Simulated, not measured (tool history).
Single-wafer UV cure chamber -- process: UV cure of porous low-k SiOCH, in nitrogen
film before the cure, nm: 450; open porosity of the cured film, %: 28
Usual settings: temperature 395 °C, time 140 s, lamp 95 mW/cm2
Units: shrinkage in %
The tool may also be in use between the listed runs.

run 1 day=0 | temperature=395 time=85 lamp=84 | shrinkage=7.359
run 2 day=1.004 | temperature=395 time=85 lamp=84 | shrinkage=7.337
run 3 day=2.767 | temperature=395 time=85 lamp=84 | shrinkage=7.247
run 4 day=4.333 | temperature=395 time=140 lamp=111 | shrinkage=10.837
run 5 day=5.867 | temperature=395 time=140 lamp=111 | shrinkage=10.842
-- day=6.325 quartz window cleaned
run 6 day=7.262 | temperature=395 time=140 lamp=111 | shrinkage=10.727
run 7 day=9.842 | temperature=386 time=140 lamp=95 | shrinkage=9.845
run 8 day=10.929 | temperature=395 time=140 lamp=71 | shrinkage=8.764
run 9 day=13.604 | temperature=395 time=140 lamp=95 | shrinkage=10.042
run 10 day=15.238 | temperature=395 time=140 lamp=95 | shrinkage=10.169
run 11 day=17.296 | temperature=395 time=205 lamp=95 | shrinkage=11.766
run 12 day=18.346 | temperature=395 time=205 lamp=95 | shrinkage=11.84
run 13 day=20.042 | temperature=395 time=140 lamp=95 | shrinkage=10.171
run 14 day=22.45 | temperature=395 time=140 lamp=95 | shrinkage=10.065
run 15 day=24.575 | temperature=395 time=140 lamp=78 | shrinkage=9.09
-- day=26.321 quartz window cleaned
run 16 day=27.042 | temperature=395 time=140 lamp=78 | shrinkage=9.097
run 17 day=28.704 | temperature=401 time=110 lamp=95 | shrinkage=9.138
run 18 day=31.229 | temperature=395 time=140 lamp=95 | shrinkage=10.075
run 19 day=33.3 | temperature=395 time=140 lamp=95 | shrinkage=10.056
run 20 day=34.417 | temperature=395 time=140 lamp=95 | shrinkage=10.024
run 21 day=37.058 | temperature=395 time=140 lamp=82 | shrinkage=9.406
run 22 day=39.246 | temperature=395 time=110 lamp=95 | shrinkage=8.887
run 23 day=42.121 | temperature=381 time=140 lamp=95 | shrinkage=9.818
run 24 day=43.788 | temperature=381 time=140 lamp=95 | shrinkage=9.862
-- day=45.088 quartz window cleaned
run 25 day=46.429 | temperature=378 time=160 lamp=95 | shrinkage=10.219
run 26 day=48.746 | temperature=395 time=170 lamp=73 | shrinkage=9.78
run 27 day=50.933 | temperature=380 time=220 lamp=72 | shrinkage=10.648
run 28 day=53.667 | temperature=395 time=140 lamp=58 | shrinkage=7.778
run 29 day=55.517 | temperature=413 time=140 lamp=95 | shrinkage=10.465
run 30 day=57.308 | temperature=384 time=90 lamp=95 | shrinkage=7.842
run 31 day=59.092 | temperature=410 time=165 lamp=73 | shrinkage=9.929
-- day=60.104 UV bulbs replaced
run 32 day=60.888 | temperature=395 time=140 lamp=95 | shrinkage=10.256
-- day=63 quartz window cleaned
run 33 day=63.721 | temperature=410 time=140 lamp=95 | shrinkage=10.236
run 34 day=66.208 | temperature=395 time=140 lamp=95 | shrinkage=9.96
run 35 day=67.667 | temperature=376 time=140 lamp=69 | shrinkage=8.3
run 36 day=68.833 | temperature=410 time=180 lamp=64 | shrinkage=9.532
run 37 day=69.879 | temperature=387 time=70 lamp=95 | shrinkage=6.89
run 38 day=70.958 | temperature=401 time=195 lamp=107 | shrinkage=12.238
run 39 day=73.225 | temperature=403 time=220 lamp=95 | shrinkage=12.23
run 40 day=74.858 | temperature=410 time=75 lamp=95 | shrinkage=7.496
run 41 day=77.383 | temperature=409 time=195 lamp=70 | shrinkage=10.344
run 42 day=78.867 | temperature=395 time=140 lamp=107 | shrinkage=10.616
run 43 day=80.992 | temperature=384 time=60 lamp=126 | shrinkage=7.277
-- day=81.867 quartz window cleaned
run 44 day=84.383 | temperature=395 time=140 lamp=95 | shrinkage=10.06
run 45 day=86.8 | temperature=389 time=90 lamp=95 | shrinkage=7.927
run 46 day=88.567 | temperature=395 time=140 lamp=95 | shrinkage=9.958
run 47 day=90.112 | temperature=383 time=110 lamp=135 | shrinkage=10.402
run 48 day=92.662 | temperature=405 time=165 lamp=95 | shrinkage=10.96

Predict each of these 5 candidate next runs independently; none follows another, all start after run 48:
run A day=92.683 | temperature=395 time=140 lamp=95 | shrinkage=?
run B day=92.683 | temperature=407 time=140 lamp=95 | shrinkage=?
run C day=92.683 | temperature=377 time=140 lamp=95 | shrinkage=?
run D day=92.683 | temperature=384 time=140 lamp=82 | shrinkage=?
run E day=92.683 | temperature=395 time=80 lamp=95 | shrinkage=?

run=A shrinkage=9.868
run=B shrinkage=10.079
run=C shrinkage=9.537
run=D shrinkage=8.999
run=E shrinkage=7.37
Had the tool no hidden state, the same runs would have come out as:
run=A shrinkage=9.868
run=B shrinkage=10.079
run=C shrinkage=9.537
run=D shrinkage=8.999
run=E shrinkage=7.37

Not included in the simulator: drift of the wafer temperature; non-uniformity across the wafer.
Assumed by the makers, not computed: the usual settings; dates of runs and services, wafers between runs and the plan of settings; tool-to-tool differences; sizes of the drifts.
